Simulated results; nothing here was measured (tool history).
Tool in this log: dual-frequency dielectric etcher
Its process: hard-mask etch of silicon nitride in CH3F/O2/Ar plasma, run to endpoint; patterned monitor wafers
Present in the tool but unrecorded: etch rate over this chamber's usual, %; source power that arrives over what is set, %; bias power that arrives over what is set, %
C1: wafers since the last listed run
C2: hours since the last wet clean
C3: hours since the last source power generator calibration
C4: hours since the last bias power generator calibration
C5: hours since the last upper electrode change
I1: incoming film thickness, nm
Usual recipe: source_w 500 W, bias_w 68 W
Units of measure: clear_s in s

Run 1, day 0.000: usual settings but bias_w 81 W; C1 0; C2 29.7; C3 2033.2; C4 2529.7; C5 4640.4; I1 38.94. Result: clear_s 56.1 s.
Run 2, day 0.696: usual settings; C1 196; C2 46.4; C3 2049.9; C4 2546.4; C5 4657.1; I1 39.21. Result: clear_s 58.7 s.
Run 3, day 1.408: usual settings; C1 201; C2 63.5; C3 2067.0; C4 2563.5; C5 4674.2; I1 39.29. Result: clear_s 58.6 s.
Run 4, day 2.254: usual settings; C1 238; C2 83.8; C3 2087.3; C4 2583.8; C5 4694.5; I1 39.13. Result: clear_s 58.8 s.
Run 5, day 2.858: usual settings; C1 170; C2 98.3; C3 2101.8; C4 2598.3; C5 4709.0; I1 38.92. Result: clear_s 58.7 s.
Run 6, day 3.679: usual settings; C1 231; C2 118.0; C3 2121.5; C4 2618.0; C5 4728.7; I1 38.77. Result: clear_s 58.4 s.
Run 7, day 4.650: usual settings but source_w 420 W; C1 273; C2 141.3; C3 2144.8; C4 2641.3; C5 4752.0; I1 38.97. Result: clear_s 62.7 s.
At day 6.004: wet clean of the chamber, repeated, since the last time left the tool worse.
Run 8, day 6.025: usual settings; C1 105; C2 0.5; C3 2177.8; C4 2674.3; C5 4785.0; I1 39.24. Result: clear_s 55.1 s.
Run 9, day 6.038: usual settings; C1 3; C2 0.8; C3 2178.1; C4 2674.6; C5 4785.3; I1 39.07. Result: clear_s 55.0 s.
At day 9.608: upper electrode replaced.
Run 10, day 9.629: usual settings but source_w 430 W; C1 731; C2 87.0; C3 2264.3; C4 2760.8; C5 0.5; I1 39.83. Result: clear_s 59.0 s.
Run 11, day 10.712: usual settings; C1 305; C2 113.0; C3 2290.3; C4 2786.8; C5 26.5; I1 39.06. Result: clear_s 55.4 s.
Run 12, day 11.600: usual settings; C1 250; C2 134.3; C3 2311.6; C4 2808.1; C5 47.8; I1 38.95. Result: clear_s 55.3 s.
Run 13, day 12.554: usual settings; C1 269; C2 157.2; C3 2334.5; C4 2831.0; C5 70.7; I1 39.23. Result: clear_s 55.6 s.
Run 14, day 13.283: usual settings; C1 205; C2 174.7; C3 2352.0; C4 2848.5; C5 88.2; I1 39.30. Result: clear_s 55.6 s.
Run 15, day 13.938: usual settings but source_w 610 W, bias_w 54 W; C1 184; C2 190.4; C3 2367.7; C4 2864.2; C5 103.9; I1 39.36. Result: clear_s 54.7 s.
Run 16, day 15.038: usual settings; C1 310; C2 216.8; C3 2394.1; C4 2890.6; C5 130.3; I1 39.32. Result: clear_s 56.1 s.
Run 17, day 16.346: usual settings; C1 369; C2 248.2; C3 2425.5; C4 2922.0; C5 161.7; I1 39.22. Result: clear_s 56.0 s.
Run 18, day 16.938: usual settings; C1 166; C2 262.4; C3 2439.7; C4 2936.2; C5 175.9; I1 38.99. Result: clear_s 56.0 s.
Run 19, day 17.975: usual settings but source_w 540 W, bias_w 62 W; C1 292; C2 287.3; C3 2464.6; C4 2961.1; C5 200.8; I1 39.28. Result: clear_s 55.4 s.
Run 20, day 18.792: usual settings but bias_w 51 W; C1 230; C2 306.9; C3 2484.2; C4 2980.7; C5 220.4; I1 39.59. Result: clear_s 60.0 s.
Run 21, day 19.846: usual settings; C1 297; C2 332.2; C3 2509.5; C4 3006.0; C5 245.7; I1 39.31. Result: clear_s 56.6 s.
At day 20.158: source power generator calibrated.
Run 22, day 20.525: usual settings but source_w 550 W; C1 144; C2 348.5; C3 8.8; C4 3022.3; C5 262.0; I1 39.27. Result: clear_s 55.0 s.
Run 23, day 21.179: usual settings but source_w 570 W, bias_w 62 W; C1 184; C2 364.2; C3 24.5; C4 3038.0; C5 277.7; I1 39.23. Result: clear_s 55.2 s.
Run 24, day 21.817: usual settings but source_w 530 W, bias_w 53 W; C1 179; C2 379.5; C3 39.8; C4 3053.3; C5 293.0; I1 38.89. Result: clear_s 58.0 s.
Run 25, day 23.125: usual settings; C1 369; C2 410.9; C3 71.2; C4 3084.7; C5 324.4; I1 38.99. Result: clear_s 56.0 s.
At day 23.638: bias power generator calibrated.
Run 26, day 24.329: usual settings but source_w 560 W, bias_w 76 W; C1 292; C2 439.8; C3 100.1; C4 16.6; C5 353.3; I1 38.65. Result: clear_s 52.9 s.
Run 27, day 25.354: usual settings; C1 289; C2 464.4; C3 124.7; C4 41.2; C5 377.9; I1 39.16. Result: clear_s 57.0 s.
Run 28, day 26.238: usual settings; C1 249; C2 485.6; C3 145.9; C4 62.4; C5 399.1; I1 39.05. Result: clear_s 56.5 s.
At day 27.725: wet clean of the chamber.
Run 29, day 27.746: usual settings but source_w 410 W, bias_w 58 W; C1 143; C2 0.5; C3 182.1; C4 98.6; C5 435.3; I1 38.94. Result: clear_s 60.2 s.
Run 30, day 28.029: usual settings but source_w 610 W, bias_w 62 W; C1 79; C2 7.3; C3 188.9; C4 105.4; C5 442.1; I1 39.42. Result: clear_s 53.0 s.
Run 31, day 28.533: usual settings but source_w 540 W, bias_w 62 W; C1 142; C2 19.4; C3 201.0; C4 117.5; C5 454.2; I1 39.39. Result: clear_s 55.3 s.
Run 32, day 29.538: usual settings but source_w 610 W; C1 283; C2 43.5; C3 225.1; C4 141.6; C5 478.3; I1 39.06. Result: clear_s 51.6 s.
Run 33, day 31.000: usual settings but source_w 390 W, bias_w 80 W; C1 412; C2 78.6; C3 260.2; C4 176.7; C5 513.4; I1 39.02. Result: clear_s 57.4 s.
Run 34, day 31.617: usual settings but source_w 560 W, bias_w 59 W; C1 174; C2 93.4; C3 275.0; C4 191.5; C5 528.2; I1 38.92. Result: clear_s 54.1 s.

Predict each of these 5 candidate next runs independently; none follows another, all start after run 34:
Run A, day 31.633: usual settings but bias_w 83 W; C1 4; C2 93.8; C3 275.4; C4 191.9; C5 528.6; I1 38.93. Result: clear_s ?.
Run B, day 31.633: usual settings but source_w 460 W, bias_w 75 W; C1 4; C2 93.8; C3 275.4; C4 191.9; C5 528.6; I1 38.93. Result: clear_s ?.
Run C, day 31.633: usual settings but source_w 610 W, bias_w 53 W; C1 4; C2 93.8; C3 275.4; C4 191.9; C5 528.6; I1 38.93. Result: clear_s ?.
Run D, day 31.633: usual settings but source_w 610 W, bias_w 60 W; C1 4; C2 93.8; C3 275.4; C4 191.9; C5 528.6; I1 38.93. Result: clear_s ?.
Run E, day 31.633: usual settings but source_w 580 W; C1 4; C2 93.8; C3 275.4; C4 191.9; C5 528.6; I1 38.93. Result: clear_s ?.

run  clear_s
  A     52.7
  B     55.3
  C     53.9
  D     52.7
  E     52.3
Without the tool's hidden state the same runs would have given:
run  clear_s
  A     52.4
  B     55.0
  C     53.7
  D     52.5
  E     52.1

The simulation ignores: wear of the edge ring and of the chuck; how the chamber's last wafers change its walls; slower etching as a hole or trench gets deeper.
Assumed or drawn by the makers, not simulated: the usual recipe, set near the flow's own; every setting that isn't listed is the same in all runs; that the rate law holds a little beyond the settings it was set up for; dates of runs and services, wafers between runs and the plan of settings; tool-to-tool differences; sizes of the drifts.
